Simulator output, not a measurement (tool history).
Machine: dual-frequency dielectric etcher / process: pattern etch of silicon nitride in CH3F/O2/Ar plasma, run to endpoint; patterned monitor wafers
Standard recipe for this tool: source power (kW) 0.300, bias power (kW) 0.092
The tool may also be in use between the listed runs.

run	hour	source power (kW)	bias power (kW)	incoming incoming film thickness, nm	endpoint time (s)
1	0.0	0.300	0.102	57.0	88.6
2	24.2	0.300	0.102	57.1	89.7
3	56.5	0.300	0.102	57.3	88.9
4	111.9	0.300	0.092	57.2	93.5
5	178.7	0.300	0.092	57.8	94.4
# hour 206.3: source power generator calibrated
6	239.1	0.300	0.104	57.4	88.7
# hour 269.5: wet clean of the chamber
7	270.0	0.300	0.104	57.4	89.3
8	367.7	0.300	0.092	57.3	93.4
9	408.6	0.350	0.092	56.7	87.4
10	452.0	0.350	0.092	57.4	88.4
11	491.5	0.350	0.092	57.3	88.1
12	555.8	0.340	0.092	57.4	89.8
# hour 585.8: upper electrode replaced
# hour 588.6: bias power generator calibrated
13	608.7	0.300	0.108	56.5	86.3
14	642.4	0.230	0.098	57.5	98.9
15	678.5	0.300	0.092	57.4	93.2
16	711.9	0.230	0.100	57.4	98.8
# hour 763.5: wet clean of the chamber
17	764.0	0.320	0.092	57.6	91.0
18	785.6	0.300	0.110	57.3	87.7
19	853.3	0.300	0.092	57.8	93.7
20	879.0	0.300	0.092	57.0	91.9
21	935.3	0.260	0.092	57.2	97.0
22	982.8	0.300	0.092	57.1	92.4
23	1015.7	0.360	0.100	57.1	85.0
24	1052.9	0.300	0.092	57.5	93.8
25	1105.8	0.220	0.101	57.3	99.1
# hour 1148.0: wet clean of the chamber
26	1167.8	0.300	0.113	57.3	86.5
27	1212.5	0.300	0.092	57.3	93.1
28	1270.9	0.300	0.092	57.4	92.6
29	1299.9	0.360	0.092	57.5	88.1
30	1324.5	0.270	0.104	57.6	93.1
31	1387.1	0.330	0.079	57.5	94.6
32	1451.8	0.340	0.072	57.2	96.8
33	1497.0	0.330	0.102	57.5	87.5
34	1527.1	0.300	0.092	57.6	92.9
35	1587.9	0.380	0.092	58.0	86.8
# hour 1619.9: wet clean of the chamber
36	1620.4	0.300	0.092	57.7	93.4

3 ways to go on from here, each from the tool as it stands after run 36. What would each give?
A	1620.8	0.300	0.092	57.2	?
B	1620.8	0.270	0.081	57.2	?
C	1620.8	0.300	0.109	57.2	?

run	endpoint time (s)
A	92.1
B	99.5
C	86.8
Without the tool's unlogged condition, the same runs would have read:
run	endpoint time (s)
A	92.1
B	99.5
C	86.8

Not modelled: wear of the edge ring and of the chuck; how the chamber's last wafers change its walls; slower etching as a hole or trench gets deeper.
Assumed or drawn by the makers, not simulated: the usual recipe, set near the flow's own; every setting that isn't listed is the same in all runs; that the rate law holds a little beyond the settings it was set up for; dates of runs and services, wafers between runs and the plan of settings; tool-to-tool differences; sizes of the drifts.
